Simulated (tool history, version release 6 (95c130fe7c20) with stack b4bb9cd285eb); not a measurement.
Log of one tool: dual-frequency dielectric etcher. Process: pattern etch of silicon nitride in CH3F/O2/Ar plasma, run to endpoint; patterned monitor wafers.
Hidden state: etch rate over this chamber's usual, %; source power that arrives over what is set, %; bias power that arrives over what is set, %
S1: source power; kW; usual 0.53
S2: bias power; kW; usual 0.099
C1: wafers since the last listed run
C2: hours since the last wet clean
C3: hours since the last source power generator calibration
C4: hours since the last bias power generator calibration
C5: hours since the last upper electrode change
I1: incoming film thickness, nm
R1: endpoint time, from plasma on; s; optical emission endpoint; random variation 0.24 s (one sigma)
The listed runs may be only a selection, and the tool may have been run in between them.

run	day	S1	S2	C1	C2	C3	C4	C5	I1	R1
1	0	0.46	0.099	0	474	4633.9	3974.5	2755.8	37.54	42.1
2	0.638	0.53	0.099	205	489.3	4649.2	3989.8	2771.1	37.73	40.4
3	1.167	0.53	0.099	170	502	4661.9	4002.5	2783.8	37.79	39.8
4	1.646	0.53	0.099	154	513.5	4673.4	4014	2795.3	37.76	40
5	2.354	0.53	0.099	228	530.5	4690.4	4031	2812.3	38.09	40.4
6	2.942	0.48	0.085	189	544.6	4704.5	4045.1	2826.4	37.59	45.3
# day 4.05: wet clean of the chamber
7	4.071	0.48	0.085	41	0.5	4731.6	4072.2	2853.5	37.83	48.2
8	4.083	0.48	0.085	4	0.8	4731.9	4072.5	2853.8	37.42	47.6
9	4.475	0.53	0.099	126	10.2	4741.3	4081.9	2863.2	38.01	42.3
10	5.046	0.53	0.099	184	23.9	4755	4095.6	2876.9	37.48	42.2
# day 5.629: source power generator calibrated
11	5.65	0.53	0.099	141	38.4	0.5	4110.1	2891.4	37.68	41.9
12	6.221	0.53	0.099	184	52.1	14.2	4123.8	2905.1	37.91	42.3
13	6.942	0.53	0.107	232	69.4	31.5	4141.1	2922.4	37.32	40.3
14	7.533	0.49	0.082	190	83.6	45.7	4155.3	2936.6	37.99	48.7
15	8.162	0.47	0.119	202	98.7	60.8	4170.4	2951.7	37.95	39.5
# day 8.55: bias power generator calibrated
# day 9.296: upper electrode replaced, of another model than before
16	9.317	0.58	0.089	77	126.4	88.5	18.4	0.5	38.09	45.3
17	9.333	0.43	0.081	5	126.8	88.9	18.8	0.9	37.52	61.1
18	9.575	0.57	0.085	77	132.6	94.7	24.6	6.7	37.32	47.1
19	10.283	0.53	0.099	228	149.6	111.7	41.6	23.7	37.81	41.8
20	10.721	0.53	0.099	141	160.1	122.2	52.1	34.2	38.16	42.2
21	11.221	0.49	0.082	161	172.1	134.2	64.1	46.2	38.03	54.3
22	11.717	0.42	0.082	159	184	146.1	76	58.1	37.73	61.2
23	12.346	0.63	0.107	202	199.1	161.2	91.1	73.2	37.81	35.1
24	12.779	0.47	0.116	139	209.5	171.6	101.5	83.6	37.92	38.4

Some steps in R1, run to run, broken into two amounts with sign: the step expected even without the hidden condition (settings, incoming material, random variation), and the rest, left for the hidden condition together with whatever gauge scatter is not in both the measured and the hidden-condition-free result:
Run 5 -> 6: S1 0.53 -> 0.48, S2 0.099 -> 0.085. R1 +4.9 s: hidden state -0.4, all else +5.3.
Run 6 -> 7: wet clean of the chamber. R1 +2.9 s: hidden state +2.7, all else +0.2.
Run 16 -> 17: S1 0.58 -> 0.43, S2 0.089 -> 0.081. R1 +15.8 s: hidden state -0.2, all else +16.
Run 22 -> 23: S1 0.42 -> 0.63, S2 0.082 -> 0.107. R1 -26.1 s: hidden state +0.4, all else -26.5.

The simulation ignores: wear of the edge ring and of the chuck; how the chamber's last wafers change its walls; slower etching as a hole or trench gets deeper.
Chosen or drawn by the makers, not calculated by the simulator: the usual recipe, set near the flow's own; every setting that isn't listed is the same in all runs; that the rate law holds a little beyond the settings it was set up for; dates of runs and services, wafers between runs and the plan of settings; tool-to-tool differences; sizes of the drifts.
